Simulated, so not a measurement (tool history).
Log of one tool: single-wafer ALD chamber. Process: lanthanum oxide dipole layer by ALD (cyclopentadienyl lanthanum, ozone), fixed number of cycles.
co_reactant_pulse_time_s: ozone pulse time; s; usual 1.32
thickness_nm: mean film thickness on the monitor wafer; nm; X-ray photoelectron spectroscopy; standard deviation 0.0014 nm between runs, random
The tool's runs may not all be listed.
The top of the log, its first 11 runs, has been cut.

run,hour,co_reactant_pulse_time_s,wafers since the last listed run,hours since the last thermocouple change,hours since the last ozone generator service,hours since the showerhead was replaced,hours since the gauge calibration,"read-back reference wafer on the same gauge, thickness_nm",thickness_nm
12,265.4,1.32,460,23.2,503.3,4624.3,355.3,0.619,0.546
# hour 295.3: ozone generator serviced
13,298.6,1.32,510,56.4,3.3,4657.5,388.5,0.619,0.560
14,319.9,1.32,431,77.7,24.6,4678.8,409.8,0.619,0.563
15,338.7,1.32,380,96.5,43.4,4697.6,428.6,0.619,0.559
16,358.9,1.32,409,116.7,63.6,4717.8,448.8,0.619,0.563
# hour 361.6: gauge calibrated
17,374.4,0.94,314,132.2,79.1,4733.3,12.8,0.619,0.523
18,393.1,1.16,378,150.9,97.8,4752.0,31.5,0.619,0.547
19,420.7,0.92,559,178.5,125.4,4779.6,59.1,0.619,0.520
20,435.7,1.78,303,193.5,140.4,4794.6,74.1,0.619,0.588
21,470.8,1.05,711,228.6,175.5,4829.7,109.2,0.619,0.536
# hour 493.0: showerhead replaced
22,495.6,1.32,340,253.4,200.3,2.6,134.0,0.619,0.560
23,523.8,1.32,571,281.6,228.5,30.8,162.2,0.619,0.559
24,547.7,1.81,484,305.5,252.4,54.7,186.1,0.619,0.584
25,571.8,1.50,488,329.6,276.5,78.8,210.2,0.619,0.570
26,596.7,1.49,504,354.5,301.4,103.7,235.1,0.619,0.568
27,622.2,1.84,516,380.0,326.9,129.2,260.6,0.619,0.584
28,647.5,1.07,512,405.3,352.2,154.5,285.9,0.619,0.531
29,660.3,1.48,259,418.1,365.0,167.3,298.7,0.619,0.565
30,677.0,1.32,338,434.8,381.7,184.0,315.4,0.619,0.553
31,689.3,1.66,249,447.1,394.0,196.3,327.7,0.619,0.573
32,721.5,1.18,652,479.3,426.2,228.5,359.9,0.619,0.539

Here are 3 independent what-if runs from the current tool condition. What would each one return?
A,721.9,0.82,8,479.7,426.6,228.9,360.3,?,?
B,721.9,0.83,8,479.7,426.6,228.9,360.3,?,?
C,721.9,0.97,8,479.7,426.6,228.9,360.3,?,?

run,"read-back reference wafer on the same gauge, thickness_nm",thickness_nm
A,0.619,0.490
B,0.619,0.492
C,0.619,0.513
Without the tool's hidden state the same runs would have given:
run,thickness_nm
A,0.508
B,0.509
C,0.529
